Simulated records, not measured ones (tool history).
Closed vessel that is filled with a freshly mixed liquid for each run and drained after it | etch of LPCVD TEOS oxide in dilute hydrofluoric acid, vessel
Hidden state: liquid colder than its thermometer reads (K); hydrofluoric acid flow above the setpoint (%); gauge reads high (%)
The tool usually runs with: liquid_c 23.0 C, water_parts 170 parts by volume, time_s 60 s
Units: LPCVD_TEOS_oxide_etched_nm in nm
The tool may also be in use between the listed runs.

run,hour,liquid_c,water_parts,time_s,wafers since the last listed run,hours since the thermometer was replaced,hours since the hydrofluoric acid flow meter was replaced,hours since the gauge calibration,"read-back film thickness of the LPCVD TEOS oxide reference wafer, read on the same gauge (nm)",LPCVD_TEOS_oxide_etched_nm
1,0.0,21.5,170,60,0,542.3,1140.5,1569.7,70.01,7.45
2,92.6,21.5,170,60,8787,634.9,1233.1,1662.3,70.01,7.46
3,143.9,21.5,170,60,4868,686.2,1284.4,1713.6,69.97,7.56
4,227.0,23.0,170,60,7886,769.3,1367.5,1796.7,69.99,8.01
# hour 243.3: hydrofluoric acid flow meter replaced
5,447.2,23.0,170,60,20802,989.5,203.9,2016.9,69.97,7.49
6,539.5,26.0,170,60,8759,1081.8,296.2,2109.2,70.01,8.33
7,633.7,26.0,170,60,8939,1176.0,390.4,2203.4,69.98,8.43
8,714.4,19.5,135,60,7658,1256.7,471.1,2284.1,69.98,8.46
# hour 715.6: thermometer replaced
9,796.2,19.5,135,60,7667,80.6,552.9,2365.9,69.99,8.94
10,840.7,19.5,135,60,4223,125.1,597.4,2410.4,69.99,9.00
11,919.5,23.0,210,60,7478,203.9,676.2,2489.2,70.02,6.17
12,991.7,23.0,210,60,6851,276.1,748.4,2561.4,69.99,6.10
13,1073.1,23.0,210,60,7724,357.5,829.8,2642.8,69.95,6.13
14,1126.7,23.0,170,60,5086,411.1,883.4,2696.4,69.99,7.85
15,1163.3,23.0,215,80,3473,447.7,920.0,2733.0,69.98,7.92
16,1207.9,23.0,115,80,4232,492.3,964.6,2777.6,69.96,16.33
17,1270.9,20.0,140,60,5978,555.3,1027.6,2840.6,70.03,8.78
18,1357.3,23.0,115,80,8199,641.7,1114.0,2927.0,69.99,16.55
19,1417.3,27.5,90,35,5694,701.7,1174.0,2987.0,69.96,11.31
20,1464.1,23.0,250,80,4441,748.5,1220.8,3033.8,70.02,6.58
# hour 1551.6: gauge calibrated
21,1570.3,23.0,170,60,10078,854.7,1327.0,18.7,69.98,7.85
22,1620.9,23.0,105,90,4801,905.3,1377.6,69.3,69.93,20.30
23,1716.3,23.0,170,60,9053,1000.7,1473.0,164.7,69.99,7.85
24,1770.5,23.0,170,60,5143,1054.9,1527.2,218.9,69.96,7.79
# hour 1820.7: hydrofluoric acid flow meter replaced
25,1822.9,23.0,170,60,4877,1107.3,2.2,271.3,69.97,7.38
# hour 1880.5: thermometer replaced
26,1920.9,23.0,170,60,9205,40.4,100.2,369.3,70.06,7.75
27,1981.7,23.0,130,90,5769,101.2,161.0,430.1,69.99,15.90
28,2056.9,19.5,200,90,7136,176.4,236.2,505.3,70.00,8.42
29,2162.6,28.0,170,30,10030,282.1,341.9,611.0,70.00,4.72
30,2216.1,23.0,170,45,5077,335.6,395.4,664.5,70.03,5.82
31,2393.8,28.0,205,30,16863,513.3,573.1,842.2,69.99,3.73
32,2486.0,19.0,245,40,8749,605.5,665.3,934.4,70.00,2.88
33,2585.1,23.0,170,60,9404,704.6,764.4,1033.5,70.02,7.68

Alternative continuations, all from the tool just after run 33; predict every row:
A,2585.8,23.0,170,60,66,705.3,765.1,1034.2,?,?
B,2585.8,27.0,110,70,66,705.3,765.1,1034.2,?,?
C,2585.8,19.5,170,80,66,705.3,765.1,1034.2,?,?
D,2585.8,21.0,140,70,66,705.3,765.1,1034.2,?,?

run,"read-back film thickness of the LPCVD TEOS oxide reference wafer, read on the same gauge (nm)",LPCVD_TEOS_oxide_etched_nm
A,69.96,7.76
B,69.96,17.47
C,69.96,9.01
D,69.96,10.48
What these runs would have given with no unlogged condition in the tool:
run,LPCVD_TEOS_oxide_etched_nm
A,7.73
B,17.42
C,8.99
D,10.46
